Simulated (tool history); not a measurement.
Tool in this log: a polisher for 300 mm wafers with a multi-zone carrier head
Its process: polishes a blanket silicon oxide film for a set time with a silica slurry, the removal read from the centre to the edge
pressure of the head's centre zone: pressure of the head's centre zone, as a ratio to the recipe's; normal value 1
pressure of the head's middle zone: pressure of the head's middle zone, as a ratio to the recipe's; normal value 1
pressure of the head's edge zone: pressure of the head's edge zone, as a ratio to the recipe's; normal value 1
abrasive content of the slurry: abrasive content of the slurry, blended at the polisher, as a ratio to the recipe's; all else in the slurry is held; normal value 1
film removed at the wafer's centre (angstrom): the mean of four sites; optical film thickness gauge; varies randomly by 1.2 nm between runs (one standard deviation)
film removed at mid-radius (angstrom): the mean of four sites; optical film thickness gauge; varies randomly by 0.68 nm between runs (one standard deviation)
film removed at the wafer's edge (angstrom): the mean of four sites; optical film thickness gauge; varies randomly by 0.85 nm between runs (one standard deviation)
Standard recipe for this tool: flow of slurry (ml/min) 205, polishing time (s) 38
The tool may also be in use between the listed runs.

run	hour	flow of slurry (ml/min)	pressure of the head's centre zone	pressure of the head's middle zone	pressure of the head's edge zone	abrasive content of the slurry	polishing time (s)	incoming thickness of the incoming film, nm	film removed at the wafer's centre (angstrom)	film removed at mid-radius (angstrom)	film removed at the wafer's edge (angstrom)
1	0	205	1	1	1	1	38	1281.9	1002	979	967
2	8.1	205	1	1	1	1.2	38	1285.8	1045	1012	1008
3	20.2	160	0.91	1	1	0.85	38	1302.5	803	860	870
# hour 26.9: worn pad replaced by a new one
4	29.4	255	1	1	1	1	38	1279.9	1109	1090	1080
5	37.6	135	1	1.11	1	1	38	1280	986	1055	980
6	56.3	205	1	1	1	1	38	1268.6	1055	1025	1015
7	72.4	205	1	0.93	1	1	38	1277.8	1039	933	991
8	87.6	205	1	1	1.08	1	31	1300.3	821	802	824
# hour 104.4: slurry nozzle cleaned
9	104.9	205	1	0.95	1	1.2	38	1279	1026	957	1001
10	111.9	205	1	1	1	1	38	1298.4	979	940	932
# hour 116: worn pad replaced by a new one
11	124.8	205	1	1	1	1	38	1285.1	1080	1063	1058
12	134.1	205	1	1	1	1	38	1305.4	1078	1042	1036
13	147.4	175	1.1	0.96	1	1.25	38	1304.4	1171	1036	1081
14	159	205	1	1	1	1.25	47	1275.3	1380	1342	1330
15	172	175	0.89	1	1	1	44	1288.2	1055	1120	1132
16	181.1	255	1	1	1.05	1	38	1287.8	1009	1016	1017

What will run 17 give?
17	187.7	205	1	0.94	1	1	38	1290.8	?	?	?

film removed at the wafer's centre (angstrom): 988
film removed at mid-radius (angstrom): 920
film removed at the wafer's edge (angstrom): 962
Without the tool's hidden state the same run would have given film removed at the wafer's centre (angstrom) 1100, film removed at mid-radius (angstrom) 1023, film removed at the wafer's edge (angstrom) 1071.
